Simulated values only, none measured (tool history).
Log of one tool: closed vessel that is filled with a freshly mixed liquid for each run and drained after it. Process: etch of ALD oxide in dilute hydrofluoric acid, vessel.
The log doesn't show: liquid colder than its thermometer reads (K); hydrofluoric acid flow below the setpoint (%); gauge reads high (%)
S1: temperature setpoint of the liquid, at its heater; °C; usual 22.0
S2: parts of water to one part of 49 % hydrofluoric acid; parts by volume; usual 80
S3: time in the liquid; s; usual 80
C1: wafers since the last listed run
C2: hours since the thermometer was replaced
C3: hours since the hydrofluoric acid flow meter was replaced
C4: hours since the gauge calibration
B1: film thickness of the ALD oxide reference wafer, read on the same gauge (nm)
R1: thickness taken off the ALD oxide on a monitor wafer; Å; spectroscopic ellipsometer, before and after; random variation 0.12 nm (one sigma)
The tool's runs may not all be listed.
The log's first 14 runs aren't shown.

{"run": 15, "hour": 1267.3, "S1": 22.0, "S2": 80, "S3": 80, "C1": 8904, "C2": 475.8, "C3": 1182.5, "C4": 2057.1, "B1": 79.98, "R1": 215.6}
{"run": 16, "hour": 1352.9, "S1": 22.0, "S2": 80, "S3": 80, "C1": 11726, "C2": 561.4, "C3": 1268.1, "C4": 2142.7, "B1": 80.01, "R1": 213.9}
{"run": 17, "hour": 1398.4, "S1": 22.0, "S2": 80, "S3": 105, "C1": 6233, "C2": 606.9, "C3": 1313.6, "C4": 2188.2, "B1": 79.99, "R1": 283.7}
{"run": 18, "hour": 1472.6, "S1": 24.0, "S2": 80, "S3": 80, "C1": 10164, "C2": 681.1, "C3": 1387.8, "C4": 2262.4, "B1": 80.03, "R1": 233.9}
{"hour": 1509.5, "done": "gauge calibrated"}
{"run": 19, "hour": 1667.4, "S1": 22.0, "S2": 90, "S3": 100, "C1": 26686, "C2": 875.9, "C3": 1582.6, "C4": 157.9, "B1": 79.99, "R1": 237.7}
{"run": 20, "hour": 1750.5, "S1": 22.0, "S2": 80, "S3": 125, "C1": 11384, "C2": 959.0, "C3": 1665.7, "C4": 241.0, "B1": 80.01, "R1": 336.6}
{"run": 21, "hour": 1814.0, "S1": 22.0, "S2": 80, "S3": 105, "C1": 8699, "C2": 1022.5, "C3": 1729.2, "C4": 304.5, "B1": 79.97, "R1": 283.2}
{"run": 22, "hour": 1880.4, "S1": 22.0, "S2": 65, "S3": 80, "C1": 9096, "C2": 1088.9, "C3": 1795.6, "C4": 370.9, "B1": 80.01, "R1": 270.4}
{"hour": 1912.5, "done": "hydrofluoric acid flow meter replaced"}
{"run": 23, "hour": 1978.6, "S1": 27.0, "S2": 40, "S3": 65, "C1": 13315, "C2": 1187.1, "C3": 66.1, "C4": 469.1, "B1": 80.03, "R1": 447.6}
{"run": 24, "hour": 2024.3, "S1": 17.0, "S2": 45, "S3": 80, "C1": 6260, "C2": 1232.8, "C3": 111.8, "C4": 514.8, "B1": 80.03, "R1": 319.2}
{"run": 25, "hour": 2126.9, "S1": 22.0, "S2": 95, "S3": 105, "C1": 14055, "C2": 1335.4, "C3": 214.4, "C4": 617.4, "B1": 79.99, "R1": 231.7}
{"run": 26, "hour": 2182.9, "S1": 19.5, "S2": 80, "S3": 30, "C1": 7671, "C2": 1391.4, "C3": 270.4, "C4": 673.4, "B1": 80.03, "R1": 72.8}
{"run": 27, "hour": 2278.6, "S1": 25.5, "S2": 80, "S3": 110, "C1": 13110, "C2": 1487.1, "C3": 366.1, "C4": 769.1, "B1": 79.97, "R1": 342.3}
{"run": 28, "hour": 2323.9, "S1": 22.0, "S2": 80, "S3": 90, "C1": 6205, "C2": 1532.4, "C3": 411.4, "C4": 814.4, "B1": 79.99, "R1": 241.6}
{"run": 29, "hour": 2366.2, "S1": 20.5, "S2": 80, "S3": 50, "C1": 5794, "C2": 1574.7, "C3": 453.7, "C4": 856.7, "B1": 80.03, "R1": 124.4}
{"run": 30, "hour": 2427.8, "S1": 26.5, "S2": 100, "S3": 80, "C1": 8438, "C2": 1636.3, "C3": 515.3, "C4": 918.3, "B1": 80.0, "R1": 201.8}
{"run": 31, "hour": 2475.2, "S1": 22.0, "S2": 70, "S3": 80, "C1": 6493, "C2": 1683.7, "C3": 562.7, "C4": 965.7, "B1": 80.02, "R1": 248.0}
{"run": 32, "hour": 2562.8, "S1": 22.0, "S2": 80, "S3": 80, "C1": 12000, "C2": 1771.3, "C3": 650.3, "C4": 1053.3, "B1": 80.0, "R1": 214.2}
{"run": 33, "hour": 2647.3, "S1": 25.5, "S2": 80, "S3": 80, "C1": 11575, "C2": 1855.8, "C3": 734.8, "C4": 1137.8, "B1": 79.99, "R1": 246.4}
{"run": 34, "hour": 2754.6, "S1": 25.0, "S2": 80, "S3": 80, "C1": 14699, "C2": 1963.1, "C3": 842.1, "C4": 1245.1, "B1": 80.01, "R1": 242.6}

4 ways to go on from here, each from the tool as it stands after run 34. What would each give?
{"run": "A", "hour": 2755.3, "S1": 22.0, "S2": 80, "S3": 80, "C1": 95, "C2": 1963.8, "C3": 842.8, "C4": 1245.8, "B1": "?", "R1": "?"}
{"run": "B", "hour": 2755.3, "S1": 22.0, "S2": 80, "S3": 120, "C1": 95, "C2": 1963.8, "C3": 842.8, "C4": 1245.8, "B1": "?", "R1": "?"}
{"run": "C", "hour": 2755.3, "S1": 22.0, "S2": 80, "S3": 30, "C1": 95, "C2": 1963.8, "C3": 842.8, "C4": 1245.8, "B1": "?", "R1": "?"}
{"run": "D", "hour": 2755.3, "S1": 22.0, "S2": 40, "S3": 35, "C1": 95, "C2": 1963.8, "C3": 842.8, "C4": 1245.8, "B1": "?", "R1": "?"}

run=A B1=80.03 R1=215.4
run=B B1=80.03 R1=323.1
run=C B1=80.03 R1=80.8
run=D B1=80.03 R1=198.1
Without the tool's hidden state the same runs would have given:
run=A R1=215.4
run=B R1=323.1
run=C R1=80.8
run=D R1=198.1
